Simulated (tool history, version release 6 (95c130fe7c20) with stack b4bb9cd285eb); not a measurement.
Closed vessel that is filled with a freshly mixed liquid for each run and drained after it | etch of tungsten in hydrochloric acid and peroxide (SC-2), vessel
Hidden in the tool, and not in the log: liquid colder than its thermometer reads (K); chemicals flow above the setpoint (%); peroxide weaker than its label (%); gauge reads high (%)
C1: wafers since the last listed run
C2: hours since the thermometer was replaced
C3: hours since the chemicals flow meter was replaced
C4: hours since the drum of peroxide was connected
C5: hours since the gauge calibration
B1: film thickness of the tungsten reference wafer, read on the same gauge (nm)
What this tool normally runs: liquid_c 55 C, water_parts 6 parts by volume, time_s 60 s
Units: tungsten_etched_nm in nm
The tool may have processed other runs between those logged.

run 1 hour=0 | liquid_c=55 water_parts=6 time_s=60 | C1=0 C2=587.1 C3=1824.6 C4=434.1 C5=510.4 | B1=120.04 | tungsten_etched_nm=21.35
run 2 hour=33.6 | liquid_c=55 water_parts=6 time_s=60 | C1=2500 C2=620.7 C3=1858.2 C4=467.7 C5=544 | B1=119.95 | tungsten_etched_nm=21.56
run 3 hour=64.3 | liquid_c=55 water_parts=6 time_s=60 | C1=2284 C2=651.4 C3=1888.9 C4=498.4 C5=574.7 | B1=120 | tungsten_etched_nm=21.43
run 4 hour=118 | liquid_c=55 water_parts=6 time_s=60 | C1=3995 C2=705.1 C3=1942.6 C4=552.1 C5=628.4 | B1=120.06 | tungsten_etched_nm=20.93
run 5 hour=166.5 | liquid_c=55 water_parts=6 time_s=60 | C1=3608 C2=753.6 C3=1991.1 C4=600.6 C5=676.9 | B1=119.93 | tungsten_etched_nm=21.06
-- hour=171.3 new drum of peroxide connected
run 6 hour=194.4 | liquid_c=55 water_parts=5.5 time_s=35 | C1=2001 C2=781.5 C3=2019 C4=23.1 C5=704.8 | B1=120.01 | tungsten_etched_nm=12.61
run 7 hour=240.5 | liquid_c=55 water_parts=5.5 time_s=35 | C1=3430 C2=827.6 C3=2065.1 C4=69.2 C5=750.9 | B1=119.98 | tungsten_etched_nm=12.84
run 8 hour=273.9 | liquid_c=55 water_parts=6 time_s=60 | C1=2485 C2=861 C3=2098.5 C4=102.6 C5=784.3 | B1=119.98 | tungsten_etched_nm=20.61
-- hour=302.6 thermometer replaced
run 9 hour=304.5 | liquid_c=55 water_parts=6 time_s=60 | C1=2202 C2=1.9 C3=2129.1 C4=133.2 C5=814.9 | B1=120.04 | tungsten_etched_nm=20.59
run 10 hour=339.7 | liquid_c=55 water_parts=6 time_s=60 | C1=2619 C2=37.1 C3=2164.3 C4=168.4 C5=850.1 | B1=120 | tungsten_etched_nm=20.37
run 11 hour=371.4 | liquid_c=64 water_parts=5 time_s=95 | C1=2358 C2=68.8 C3=2196 C4=200.1 C5=881.8 | B1=120.02 | tungsten_etched_nm=64.73
-- hour=383.2 chemicals flow meter replaced
run 12 hour=395.7 | liquid_c=63.5 water_parts=5 time_s=30 | C1=1733 C2=93.1 C3=12.5 C4=224.4 C5=906.1 | B1=120 | tungsten_etched_nm=19.43
run 13 hour=443.4 | liquid_c=55 water_parts=7.5 time_s=45 | C1=3549 C2=140.8 C3=60.2 C4=272.1 C5=953.8 | B1=120 | tungsten_etched_nm=12.57
-- hour=483.6 new drum of peroxide connected, repeated, since the last time left the tool worse
run 14 hour=507.6 | liquid_c=55 water_parts=6 time_s=60 | C1=4702 C2=205 C3=124.4 C4=24 C5=1018 | B1=120.04 | tungsten_etched_nm=21.94
run 15 hour=693.4 | liquid_c=58 water_parts=4.5 time_s=60 | C1=13824 C2=390.8 C3=310.2 C4=209.8 C5=1203.8 | B1=120.04 | tungsten_etched_nm=32.47
run 16 hour=719.5 | liquid_c=61.5 water_parts=6 time_s=30 | C1=1942 C2=416.9 C3=336.3 C4=235.9 C5=1229.9 | B1=119.99 | tungsten_etched_nm=16.46
run 17 hour=772.7 | liquid_c=55 water_parts=6 time_s=95 | C1=3958 C2=470.1 C3=389.5 C4=289.1 C5=1283.1 | B1=119.97 | tungsten_etched_nm=33.69
-- hour=806.9 gauge calibrated
run 18 hour=827.4 | liquid_c=61.5 water_parts=5 time_s=60 | C1=4070 C2=524.8 C3=444.2 C4=343.8 C5=20.5 | B1=119.98 | tungsten_etched_nm=37.08
run 19 hour=890.5 | liquid_c=55 water_parts=6 time_s=60 | C1=4695 C2=587.9 C3=507.3 C4=406.9 C5=83.6 | B1=120.04 | tungsten_etched_nm=21.46
run 20 hour=922.5 | liquid_c=59.5 water_parts=7.5 time_s=85 | C1=2381 C2=619.9 C3=539.3 C4=438.9 C5=115.6 | B1=119.96 | tungsten_etched_nm=33.7
run 21 hour=968.1 | liquid_c=55 water_parts=6 time_s=60 | C1=3392 C2=665.5 C3=584.9 C4=484.5 C5=161.2 | B1=119.98 | tungsten_etched_nm=20.99
-- hour=1014.1 thermometer replaced
run 22 hour=1019.2 | liquid_c=55 water_parts=8.5 time_s=40 | C1=3727 C2=5.1 C3=636 C4=535.6 C5=212.3 | B1=119.99 | tungsten_etched_nm=10.58
-- hour=1028.6 new drum of peroxide connected
run 23 hour=1085.2 | liquid_c=47.5 water_parts=4.5 time_s=70 | C1=4836 C2=71.1 C3=702 C4=56.6 C5=278.3 | B1=119.99 | tungsten_etched_nm=19.23
run 24 hour=1269.9 | liquid_c=55 water_parts=4 time_s=40 | C1=13742 C2=255.8 C3=886.7 C4=241.3 C5=463 | B1=120.02 | tungsten_etched_nm=19.2
run 25 hour=1335 | liquid_c=61.5 water_parts=4.5 time_s=85 | C1=4843 C2=320.9 C3=951.8 C4=306.4 C5=528.1 | B1=120.01 | tungsten_etched_nm=54.92
run 26 hour=1381.3 | liquid_c=55 water_parts=6 time_s=60 | C1=3445 C2=367.2 C3=998.1 C4=352.7 C5=574.4 | B1=119.95 | tungsten_etched_nm=21.19
run 27 hour=1421.6 | liquid_c=55 water_parts=7.5 time_s=40 | C1=2998 C2=407.5 C3=1038.4 C4=393 C5=614.7 | B1=119.98 | tungsten_etched_nm=11.92
run 28 hour=1504.4 | liquid_c=63.5 water_parts=6 time_s=75 | C1=6160 C2=490.3 C3=1121.2 C4=475.8 C5=697.5 | B1=120.02 | tungsten_etched_nm=44.26
run 29 hour=1529.5 | liquid_c=46 water_parts=6 time_s=45 | C1=1867 C2=515.4 C3=1146.3 C4=500.9 C5=722.6 | B1=120.01 | tungsten_etched_nm=8.64

Branching from run 29: 5 alternative next runs. What would each branch give?
run A hour=1530.2 | liquid_c=64.5 water_parts=6 time_s=60 | C1=52 C2=516.1 C3=1147 C4=501.6 C5=723.3 | B1=? | tungsten_etched_nm=?
run B hour=1530.2 | liquid_c=52.5 water_parts=6 time_s=75 | C1=52 C2=516.1 C3=1147 C4=501.6 C5=723.3 | B1=? | tungsten_etched_nm=?
run C hour=1530.2 | liquid_c=55 water_parts=8 time_s=90 | C1=52 C2=516.1 C3=1147 C4=501.6 C5=723.3 | B1=? | tungsten_etched_nm=?
run D hour=1530.2 | liquid_c=62 water_parts=4 time_s=60 | C1=52 C2=516.1 C3=1147 C4=501.6 C5=723.3 | B1=? | tungsten_etched_nm=?
run E hour=1530.2 | liquid_c=55 water_parts=7 time_s=60 | C1=52 C2=516.1 C3=1147 C4=501.6 C5=723.3 | B1=? | tungsten_etched_nm=?

run=A B1=119.98 tungsten_etched_nm=38.42
run=B B1=119.98 tungsten_etched_nm=22.46
run=C B1=119.98 tungsten_etched_nm=25.35
run=D B1=119.98 tungsten_etched_nm=44.01
run=E B1=119.98 tungsten_etched_nm=18.79
Without the tool's unlogged condition, the same runs would have read:
run=A tungsten_etched_nm=40.06
run=B tungsten_etched_nm=23.42
run=C tungsten_etched_nm=26.47
run=D tungsten_etched_nm=45.8
run=E tungsten_etched_nm=19.6
